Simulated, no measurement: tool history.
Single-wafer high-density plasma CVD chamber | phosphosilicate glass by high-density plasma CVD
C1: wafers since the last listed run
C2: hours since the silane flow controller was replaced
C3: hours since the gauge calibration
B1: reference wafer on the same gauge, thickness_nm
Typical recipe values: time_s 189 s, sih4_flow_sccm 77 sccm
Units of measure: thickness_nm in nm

Run 1, hour 0.0: usual settings but time_s 207 s; C1 0; C2 2803.9; C3 1506.9; B1 1603.069. Result: thickness_nm 1471.484 nm.
Run 2, hour 58.7: usual settings; C1 681; C2 2862.6; C3 1565.6; B1 1601.614. Result: thickness_nm 1358.172 nm.
At hour 90.8: gauge calibrated.
Run 3, hour 108.3: usual settings; C1 575; C2 2912.2; C3 17.5; B1 1600.009. Result: thickness_nm 1354.494 nm.
Run 4, hour 153.0: usual settings; C1 518; C2 2956.9; C3 62.2; B1 1598.672. Result: thickness_nm 1347.048 nm.
Run 5, hour 212.4: usual settings; C1 689; C2 3016.3; C3 121.6; B1 1600.346. Result: thickness_nm 1348.151 nm.
Run 6, hour 236.5: usual settings; C1 279; C2 3040.4; C3 145.7; B1 1604.239. Result: thickness_nm 1354.131 nm.
Run 7, hour 262.0: usual settings; C1 295; C2 3065.9; C3 171.2; B1 1599.329. Result: thickness_nm 1347.558 nm.
Run 8, hour 372.3: usual settings; C1 1279; C2 3176.2; C3 281.5; B1 1603.448. Result: thickness_nm 1364.189 nm.
Run 9, hour 407.2: usual settings; C1 404; C2 3211.1; C3 316.4; B1 1598.510. Result: thickness_nm 1363.541 nm.
Run 10, hour 465.2: usual settings; C1 672; C2 3269.1; C3 374.4; B1 1602.312. Result: thickness_nm 1351.749 nm.
Run 11, hour 514.2: usual settings but sih4_flow_sccm 73 sccm; C1 568; C2 3318.1; C3 423.4; B1 1604.227. Result: thickness_nm 1288.287 nm.
Run 12, hour 561.3: usual settings but sih4_flow_sccm 73 sccm; C1 546; C2 3365.2; C3 470.5; B1 1598.539. Result: thickness_nm 1307.246 nm.
Run 13, hour 611.9: usual settings but time_s 175 s; C1 587; C2 3415.8; C3 521.1; B1 1600.560. Result: thickness_nm 1252.974 nm.
Run 14, hour 665.2: usual settings but time_s 175 s; C1 618; C2 3469.1; C3 574.4; B1 1600.810. Result: thickness_nm 1229.770 nm.
Run 15, hour 713.1: usual settings but time_s 175 s; C1 555; C2 3517.0; C3 622.3; B1 1601.662. Result: thickness_nm 1228.695 nm.
Run 16, hour 750.7: usual settings; C1 436; C2 3554.6; C3 659.9; B1 1597.919. Result: thickness_nm 1335.844 nm.
Run 17, hour 804.8: usual settings; C1 627; C2 3608.7; C3 714.0; B1 1599.739. Result: thickness_nm 1329.324 nm.
Run 18, hour 876.2: usual settings but time_s 174 s; C1 828; C2 3680.1; C3 785.4; B1 1602.704. Result: thickness_nm 1235.939 nm.
Run 19, hour 946.9: usual settings; C1 820; C2 3750.8; C3 856.1; B1 1599.500. Result: thickness_nm 1346.014 nm.
Run 20, hour 988.7: usual settings but time_s 165 s, sih4_flow_sccm 87 sccm; C1 485; C2 3792.6; C3 897.9; B1 1600.261. Result: thickness_nm 1280.935 nm.
Run 21, hour 1042.8: usual settings; C1 627; C2 3846.7; C3 952.0; B1 1602.323. Result: thickness_nm 1346.510 nm.
Run 22, hour 1085.7: usual settings but time_s 165 s; C1 497; C2 3889.6; C3 994.9; B1 1598.328. Result: thickness_nm 1167.256 nm.
At hour 1111.9: silane flow controller replaced.
Run 23, hour 1140.3: usual settings but time_s 169 s, sih4_flow_sccm 68 sccm; C1 540; C2 28.4; C3 1049.5; B1 1596.522. Result: thickness_nm 1152.197 nm.
Run 24, hour 1202.4: usual settings but time_s 170 s, sih4_flow_sccm 65 sccm; C1 720; C2 90.5; C3 1111.6; B1 1600.682. Result: thickness_nm 1117.428 nm.
Run 25, hour 1228.3: usual settings; C1 300; C2 116.4; C3 1137.5; B1 1601.009. Result: thickness_nm 1420.706 nm.
Run 26, hour 1277.4: usual settings but time_s 224 s, sih4_flow_sccm 88 sccm; C1 569; C2 165.5; C3 1186.6; B1 1596.880. Result: thickness_nm 1859.021 nm.
Run 27, hour 1309.0: usual settings but time_s 201 s, sih4_flow_sccm 72 sccm; C1 366; C2 197.1; C3 1218.2; B1 1599.102. Result: thickness_nm 1413.707 nm.
Run 28, hour 1343.2: usual settings; C1 396; C2 231.3; C3 1252.4; B1 1601.404. Result: thickness_nm 1420.582 nm.
Run 29, hour 1380.3: usual settings but time_s 169 s, sih4_flow_sccm 66 sccm; C1 430; C2 268.4; C3 1289.5; B1 1600.240. Result: thickness_nm 1123.509 nm.
Run 30, hour 1405.4: usual settings but time_s 158 s; C1 291; C2 293.5; C3 1314.6; B1 1601.985. Result: thickness_nm 1168.538 nm.
At hour 1510.6: gauge calibrated.
Run 31, hour 1600.8: usual settings; C1 2267; C2 488.9; C3 90.2; B1 1598.283. Result: thickness_nm 1398.402 nm.
Run 32, hour 1655.8: usual settings but time_s 177 s, sih4_flow_sccm 83 sccm; C1 638; C2 543.9; C3 145.2; B1 1597.376. Result: thickness_nm 1390.065 nm.
Run 33, hour 1682.6: usual settings; C1 310; C2 570.7; C3 172.0; B1 1597.349. Result: thickness_nm 1406.905 nm.
Run 34, hour 1711.3: usual settings but time_s 154 s, sih4_flow_sccm 63 sccm; C1 333; C2 599.4; C3 200.7; B1 1600.392. Result: thickness_nm 976.664 nm.
Run 35, hour 1777.9: usual settings but time_s 161 s, sih4_flow_sccm 67 sccm; C1 772; C2 666.0; C3 267.3; B1 1598.117. Result: thickness_nm 1076.276 nm.
Run 36, hour 1844.2: usual settings but time_s 169 s, sih4_flow_sccm 68 sccm; C1 769; C2 732.3; C3 333.6; B1 1602.640. Result: thickness_nm 1132.379 nm.
Run 37, hour 1879.0: usual settings; C1 403; C2 767.1; C3 368.4; B1 1605.597. Result: thickness_nm 1398.429 nm.
Run 38, hour 1905.1: usual settings but time_s 156 s, sih4_flow_sccm 69 sccm; C1 302; C2 793.2; C3 394.5; B1 1598.269. Result: thickness_nm 1059.802 nm.

The tool's hidden state at each run:
gauge reads high (%): 0 in every run
H1: delivered silane flow above the setpoint (%)
run        H1
  1     -4.94
  2     -5.04
  3     -5.13
  4      -5.2
  5     -5.31
  6     -5.35
  7     -5.39
  8     -5.59
  9     -5.65
 10     -5.75
 11     -5.84
 12     -5.92
 13     -6.01
 14      -6.1
 15     -6.18
 16     -6.25
 17     -6.34
 18     -6.47
 19     -6.59
 20     -6.66
 21     -6.76
 22     -6.83
 23     0.289
 24      0.18
 25     0.135
 26    0.0493
 27  -0.00599
 28   -0.0658
 29    -0.131
 30    -0.175
 31    -0.516
 32    -0.612
 33    -0.659
 34    -0.709
 35    -0.826
 36    -0.942
 37        -1
 38     -1.05
